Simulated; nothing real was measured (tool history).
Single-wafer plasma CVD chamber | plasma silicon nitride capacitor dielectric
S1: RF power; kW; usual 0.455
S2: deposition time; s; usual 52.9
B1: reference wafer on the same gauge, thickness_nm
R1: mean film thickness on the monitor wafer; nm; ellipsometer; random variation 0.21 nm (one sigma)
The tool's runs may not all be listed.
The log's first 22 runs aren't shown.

Run 23, day 21.067: usual settings but S1 0.380 kW, S2 61.3 s; B1 75.811. Result: R1 81.131 nm.
Run 24, day 24.433: usual settings but S1 0.370 kW, S2 57.2 s; B1 75.774. Result: R1 74.883 nm.
Run 25, day 25.446: usual settings but S2 45.8 s; B1 75.682. Result: R1 63.968 nm.
At day 25.762: gauge calibrated.
At day 26.538: RF generator calibrated.
Run 26, day 26.558: usual settings; B1 77.855. Result: R1 75.779 nm.
Run 27, day 27.529: usual settings but S1 0.385 kW; B1 77.720. Result: R1 71.863 nm.
Run 28, day 28.975: usual settings; B1 77.433. Result: R1 75.523 nm.
Run 29, day 29.788: usual settings but S1 0.430 kW, S2 63.2 s; B1 77.386. Result: R1 88.250 nm.
Run 30, day 31.133: usual settings; B1 77.150. Result: R1 75.073 nm.
Run 31, day 31.842: usual settings but S1 0.410 kW; B1 77.067. Result: R1 72.952 nm.
Run 32, day 33.404: usual settings but S1 0.385 kW, S2 47.9 s; B1 76.879. Result: R1 64.592 nm.
Run 33, day 34.438: usual settings but S1 0.395 kW, S2 43.6 s; B1 76.896. Result: R1 59.289 nm.
Run 34, day 35.108: usual settings but S1 0.380 kW, S2 62.8 s; B1 76.746. Result: R1 84.161 nm.
Run 35, day 35.779: usual settings but S1 0.405 kW, S2 44.9 s; B1 76.639. Result: R1 61.269 nm.
Run 36, day 36.908: usual settings but S1 0.500 kW, S2 42.6 s; B1 76.583. Result: R1 61.839 nm.
Run 37, day 38.088: usual settings; B1 76.459. Result: R1 74.741 nm.

Forecast each of these 5 alternatives for the next run:
Run A, day 38.104: usual settings; B1 ?. Result: R1 ?.
Run B, day 38.104: usual settings but S1 0.485 kW, S2 59.7 s; B1 ?. Result: R1 ?.
Run C, day 38.104: usual settings but S1 0.485 kW; B1 ?. Result: R1 ?.
Run D, day 38.104: usual settings but S1 0.425 kW, S2 58.6 s; B1 ?. Result: R1 ?.
Run E, day 38.104: usual settings but S1 0.415 kW, S2 49.5 s; B1 ?. Result: R1 ?.

run      B1      R1
  A  76.492  74.055
  B  76.492  85.211
  C  76.492  75.506
  D  76.492  80.351
  E  76.492  67.384
Without the tool's hidden state the same runs would have given:
run      R1
  A  75.727
  B  87.135
  C  77.210
  D  82.165
  E  68.905

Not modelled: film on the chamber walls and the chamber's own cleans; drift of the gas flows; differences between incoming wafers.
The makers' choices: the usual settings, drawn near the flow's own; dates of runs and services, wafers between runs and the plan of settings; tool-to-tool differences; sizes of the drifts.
